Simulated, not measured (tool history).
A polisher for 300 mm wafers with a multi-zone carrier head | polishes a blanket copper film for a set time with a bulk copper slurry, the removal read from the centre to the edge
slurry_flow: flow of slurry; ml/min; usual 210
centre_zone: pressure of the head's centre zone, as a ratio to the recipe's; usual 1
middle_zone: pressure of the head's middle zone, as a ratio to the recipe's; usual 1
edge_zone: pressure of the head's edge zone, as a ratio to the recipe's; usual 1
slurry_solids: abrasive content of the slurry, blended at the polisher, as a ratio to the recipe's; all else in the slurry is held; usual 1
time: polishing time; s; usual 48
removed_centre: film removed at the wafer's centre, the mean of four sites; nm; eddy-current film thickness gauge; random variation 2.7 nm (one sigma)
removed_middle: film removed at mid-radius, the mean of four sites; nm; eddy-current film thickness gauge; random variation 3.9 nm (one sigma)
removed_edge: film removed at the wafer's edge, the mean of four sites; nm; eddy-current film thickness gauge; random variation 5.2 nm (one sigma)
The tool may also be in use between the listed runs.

run	hour	slurry_flow	centre_zone	middle_zone	edge_zone	slurry_solids	time	wafers since the last listed run	wafers polished on this pad	hours since the slurry nozzle was cleaned	hours since the centre zone pressure was calibrated	hours since the edge zone pressure was calibrated	hours since the carrier head's membrane was replaced	incoming thickness of the incoming film, nm	removed_centre	removed_middle	removed_edge
1	0	210	0.91	1.07	1	1	48	0	372	584.9	777.1	788	113.5	4409	311.5	355	335.8
2	29.2	210	1	1	1	1	48	222	594	614.1	806.3	817.2	142.7	4384.2	322.4	332	338.5
3	58.7	210	1	1	1	1	48	224	819	643.6	835.8	846.7	172.2	4362.9	322.7	335.5	331.6
4	75.4	210	1	1	1	1	48	127	946	660.3	852.5	863.4	188.9	4377.3	320.4	322.8	337.7
# hour 83.5: centre zone pressure recalibrated
5	88	210	1.09	0.96	1.11	1	48	80	1027	672.9	4.5	876	201.5	4302.2	335.4	316.5	339.2
6	103.8	210	1	1.06	1	1.1	48	120	1147	688.7	20.3	891.8	217.3	4354.6	323.6	344.1	334.1
7	131.7	210	0.96	0.92	1.05	1	42	212	1360	716.6	48.2	919.7	245.2	4317.7	262.6	253.8	286
8	164.8	210	1	1	1	1	48	252	1612	749.7	81.3	952.8	278.3	4319.8	291.7	300.6	296.2
# hour 176.7: worn pad replaced by a new one
9	195.8	210	1	1	1	1	48	205	145	780.7	112.3	983.8	309.3	4447.2	339.5	339.6	344.1
10	224.1	210	1	1	1	1	48	215	360	809	140.6	1012.1	337.6	4355.6	330.5	339.9	344.9
# hour 241.5: slurry nozzle cleaned
11	254.2	210	1	1	1	1	48	221	582	12.7	170.7	1042.2	367.7	4378.4	331.1	336.3	339.1
# hour 269.9: edge zone pressure recalibrated
12	270.2	210	1	1	1	1	48	106	689	28.7	186.7	0.3	383.7	4277.9	328.6	328.7	338.3
13	338.7	270	1	1.07	1	0.9	48	521	1211	97.2	255.2	68.8	452.2	4336.7	324.3	344.6	321.2
14	358.7	280	1.1	1	1	1.25	48	152	1363	117.2	275.2	88.8	472.2	4350.5	355.9	342.2	340.4
15	385.9	210	1	1	0.95	1.25	65	207	1570	144.4	302.4	116	499.4	4399.6	420.8	428.7	428
# hour 396.2: worn pad replaced by a new one
16	419.6	210	1	0.96	1.06	0.9	53	226	178	178.1	336.1	149.7	533.1	4397.6	366	364.4	387.7
17	445	210	1.11	1	1	1	43	193	371	203.5	361.5	175.1	558.5	4337.2	318.1	308.2	317.8
18	468.2	250	1	1	1	0.8	48	176	548	226.7	384.7	198.3	581.7	4362.8	325	336.2	341.3
19	491.1	255	1.09	1	1	0.75	48	174	722	249.6	407.6	221.2	604.6	4355.5	339.4	330.2	337.4
20	517.5	210	1	1	0.95	1	32	201	923	276	434	247.6	631	4300.1	217.1	221.9	216.1
21	543.3	210	1	1	1	1	48	196	1120	301.8	459.8	273.4	656.8	4338.1	322.5	330.5	329.1

How the hidden state differs across the entries between the runs, from the last listed run before each to the first after it:
Between runs 4 and 5: centre zone pressure recalibrated (hour 83.5)
  removal rate lost through wear of the pad, %: 5.48 -> 6.32
  measured less the result without the state, removed_centre: -18.6 -> -22.6 nm; removed_middle: -18.7 -> -21.3 nm; removed_edge: -19.5 -> -22.9 nm
Between runs 8 and 9: worn pad replaced by a new one (hour 176.7)
  removal rate lost through wear of the pad, %: 13.2 -> 0.951
  measured less the result without the state, removed_centre: -44.3 -> -3.3 nm; removed_middle: -45.7 -> -3.3 nm; removed_edge: -45.1 -> -3.3 nm
Between runs 10 and 11: slurry nozzle cleaned (hour 241.5)
  removal rate lost through wear of the pad, %: 1.43 -> 2.39
  measured less the result without the state, removed_centre: -4.8 -> -8.1 nm; removed_middle: -4.9 -> -8.2 nm; removed_edge: -5 -> -8.3 nm
Between runs 11 and 12: edge zone pressure recalibrated (hour 269.9)
  removal rate lost through wear of the pad, %: 2.39 -> 3.09
  measured less the result without the state, removed_centre: -8.1 -> -10.5 nm; removed_middle: -8.2 -> -10.5 nm; removed_edge: -8.3 -> -10.8 nm
Between runs 15 and 16: worn pad replaced by a new one (hour 396.2)
  removal rate lost through wear of the pad, %: 12 -> 0.145
  measured less the result without the state, removed_centre: -57.6 -> -0.5 nm; removed_middle: -58.7 -> -0.6 nm; removed_edge: -58.7 -> -0.6 nm

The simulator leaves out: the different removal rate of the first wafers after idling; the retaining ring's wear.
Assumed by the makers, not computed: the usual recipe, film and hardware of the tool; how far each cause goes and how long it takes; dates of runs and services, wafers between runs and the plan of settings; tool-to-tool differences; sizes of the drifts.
